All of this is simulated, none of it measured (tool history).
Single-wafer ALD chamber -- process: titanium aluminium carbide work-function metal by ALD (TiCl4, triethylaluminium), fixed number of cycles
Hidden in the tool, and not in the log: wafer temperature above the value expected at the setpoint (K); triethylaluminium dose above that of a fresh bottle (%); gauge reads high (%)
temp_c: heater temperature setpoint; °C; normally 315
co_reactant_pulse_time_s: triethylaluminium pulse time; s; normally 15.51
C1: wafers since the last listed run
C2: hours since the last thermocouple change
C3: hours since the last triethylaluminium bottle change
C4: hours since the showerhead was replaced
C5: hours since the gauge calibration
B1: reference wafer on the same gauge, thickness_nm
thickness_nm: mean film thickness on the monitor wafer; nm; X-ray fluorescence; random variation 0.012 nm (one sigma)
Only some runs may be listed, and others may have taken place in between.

Run 1, hour 0: usual settings; C1 0; C2 694; C3 459.7; C4 4276.4; C5 146.3; B1 2.286. Result: thickness_nm 2.093 nm.
Run 2, hour 29.2: usual settings; C1 251; C2 723.2; C3 488.9; C4 4305.6; C5 175.5; B1 2.281. Result: thickness_nm 2.089 nm.
Run 3, hour 48.7: usual settings but temp_c 325 °C; C1 168; C2 742.7; C3 508.4; C4 4325.1; C5 195; B1 2.278. Result: thickness_nm 2.191 nm.
Run 4, hour 123.8: usual settings but temp_c 325 °C, co_reactant_pulse_time_s 18.32 s; C1 647; C2 817.8; C3 583.5; C4 4400.2; C5 270.1; B1 2.28. Result: thickness_nm 2.277 nm.
Run 5, hour 155.1: usual settings; C1 269; C2 849.1; C3 614.8; C4 4431.5; C5 301.4; B1 2.278. Result: thickness_nm 2.038 nm.
Run 6, hour 218.4: usual settings; C1 545; C2 912.4; C3 678.1; C4 4494.8; C5 364.7; B1 2.278. Result: thickness_nm 2.042 nm.
Run 7, hour 245: usual settings but temp_c 318 °C, co_reactant_pulse_time_s 12.51 s; C1 229; C2 939; C3 704.7; C4 4521.4; C5 391.3; B1 2.275. Result: thickness_nm 1.797 nm.
Run 8, hour 279: usual settings but temp_c 318 °C, co_reactant_pulse_time_s 12.51 s; C1 293; C2 973; C3 738.7; C4 4555.4; C5 425.3; B1 2.277. Result: thickness_nm 1.776 nm.
Run 9, hour 305.7: usual settings but temp_c 318 °C, co_reactant_pulse_time_s 12.51 s; C1 230; C2 999.7; C3 765.4; C4 4582.1; C5 452; B1 2.273. Result: thickness_nm 1.761 nm.
Run 10, hour 319.2: usual settings; C1 116; C2 1013.2; C3 778.9; C4 4595.6; C5 465.5; B1 2.286. Result: thickness_nm 1.982 nm.
At hour 334.4: thermocouple changed; heater temperature recalibrated.
Run 11, hour 339.3: usual settings but temp_c 302 °C; C1 104; C2 4.9; C3 799; C4 4615.7; C5 485.6; B1 2.284. Result: thickness_nm 1.879 nm.
Run 12, hour 357.2: usual settings but temp_c 311 °C, co_reactant_pulse_time_s 19.31 s; C1 154; C2 22.8; C3 816.9; C4 4633.6; C5 503.5; B1 2.282. Result: thickness_nm 2.116 nm.
At hour 369.5: gauge calibrated.
Run 13, hour 383.9: usual settings but temp_c 305 °C, co_reactant_pulse_time_s 18.01 s; C1 230; C2 49.5; C3 843.6; C4 4660.3; C5 14.4; B1 2.279. Result: thickness_nm 1.996 nm.
Run 14, hour 411.5: usual settings; C1 237; C2 77.1; C3 871.2; C4 4687.9; C5 42; B1 2.281. Result: thickness_nm 1.966 nm.
Run 15, hour 435.4: usual settings but temp_c 328 °C, co_reactant_pulse_time_s 19.61 s; C1 206; C2 101; C3 895.1; C4 4711.8; C5 65.9; B1 2.28. Result: thickness_nm 2.29 nm.
Run 16, hour 454: usual settings but temp_c 308 °C, co_reactant_pulse_time_s 19.01 s; C1 160; C2 119.6; C3 913.7; C4 4730.4; C5 84.5; B1 2.277. Result: thickness_nm 2.067 nm.
At hour 501.8: showerhead replaced.
At hour 505.9: triethylaluminium bottle replaced.
Run 17, hour 542.3: usual settings but temp_c 329 °C; C1 657; C2 207.9; C3 36.4; C4 40.5; C5 172.8; B1 2.278. Result: thickness_nm 2.406 nm.
Run 18, hour 572.5: usual settings but temp_c 305 °C; C1 260; C2 238.1; C3 66.6; C4 70.7; C5 203; B1 2.283. Result: thickness_nm 2.141 nm.
Run 19, hour 610.4: usual settings but temp_c 306 °C, co_reactant_pulse_time_s 13.63 s; C1 326; C2 276; C3 104.5; C4 108.6; C5 240.9; B1 2.281. Result: thickness_nm 2.1 nm.
Run 20, hour 639.8: usual settings but temp_c 318 °C, co_reactant_pulse_time_s 12.51 s; C1 253; C2 305.4; C3 133.9; C4 138; C5 270.3; B1 2.288. Result: thickness_nm 2.184 nm.

Predict each of these 3 candidate next runs independently; none follows another, all start after run 20:
Run A, hour 640.2: usual settings but temp_c 307 °C; C1 3; C2 305.8; C3 134.3; C4 138.4; C5 270.7; B1 ?. Result: thickness_nm ?.
Run B, hour 640.2: usual settings but temp_c 322 °C, co_reactant_pulse_time_s 12.14 s; C1 3; C2 305.8; C3 134.3; C4 138.4; C5 270.7; B1 ?. Result: thickness_nm ?.
Run C, hour 640.2: usual settings but temp_c 322 °C, co_reactant_pulse_time_s 9.71 s; C1 3; C2 305.8; C3 134.3; C4 138.4; C5 270.7; B1 ?. Result: thickness_nm ?.

run     B1  thickness_nm
  A  2.279         2.156
  B  2.279         2.205
  C  2.279         1.917
With no hidden state in the tool, these same runs would have given:
run  thickness_nm
  A         2.173
  B         2.269
  C         2.051

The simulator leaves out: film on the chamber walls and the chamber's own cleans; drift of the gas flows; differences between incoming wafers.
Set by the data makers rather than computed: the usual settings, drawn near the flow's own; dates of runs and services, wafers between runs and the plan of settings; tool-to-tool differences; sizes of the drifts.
